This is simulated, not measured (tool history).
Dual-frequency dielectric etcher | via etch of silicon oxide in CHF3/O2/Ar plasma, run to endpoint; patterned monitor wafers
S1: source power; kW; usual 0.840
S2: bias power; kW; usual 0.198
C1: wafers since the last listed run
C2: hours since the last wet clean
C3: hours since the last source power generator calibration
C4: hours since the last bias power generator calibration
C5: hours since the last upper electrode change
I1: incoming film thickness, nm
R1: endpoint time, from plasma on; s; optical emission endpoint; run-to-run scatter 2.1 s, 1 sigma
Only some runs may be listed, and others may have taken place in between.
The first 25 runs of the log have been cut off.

run	day	S1	S2	C1	C2	C3	C4	C5	I1	R1
26	123.525	0.840	0.198	122	130.9	1365.7	1557.9	1067.8	760.0	332.9
27	126.900	0.840	0.198	253	211.9	1446.7	1638.9	1148.8	753.9	330.9
# day 128.279: bias power generator calibrated
28	132.588	0.840	0.198	415	348.4	1583.2	103.4	1285.3	759.2	335.4
29	136.429	0.980	0.161	288	440.6	1675.4	195.6	1377.5	751.2	345.3
30	140.338	0.720	0.211	293	534.4	1769.2	289.4	1471.3	761.5	355.9
31	142.462	0.720	0.164	159	585.4	1820.2	340.4	1522.3	764.1	402.6
32	145.175	0.950	0.166	203	650.5	1885.3	405.5	1587.4	761.2	358.1
# day 155.500: wet clean of the chamber
33	157.471	0.840	0.198	849	47.3	2180.4	700.6	1882.5	763.3	331.9
34	160.433	0.900	0.160	222	118.4	2251.5	771.7	1953.6	752.5	349.6
# day 161.912: source power generator calibrated
35	164.042	0.950	0.239	258	205.0	51.1	858.3	2040.2	756.3	291.0
36	166.362	0.920	0.154	174	260.7	106.8	914.0	2095.9	755.6	359.1

3 ways to go on from here, each from the tool as it stands after run 36. What would each give?
A	166.383	0.840	0.198	1	261.2	107.3	914.5	2096.4	747.2	?
B	166.383	0.980	0.242	1	261.2	107.3	914.5	2096.4	747.2	?
C	166.383	0.640	0.185	1	261.2	107.3	914.5	2096.4	747.2	?

run	R1
A	328.9
B	282.3
C	380.0
With no hidden state in the tool, these same runs would have given:
run	R1
A	322.7
B	277.0
C	372.9
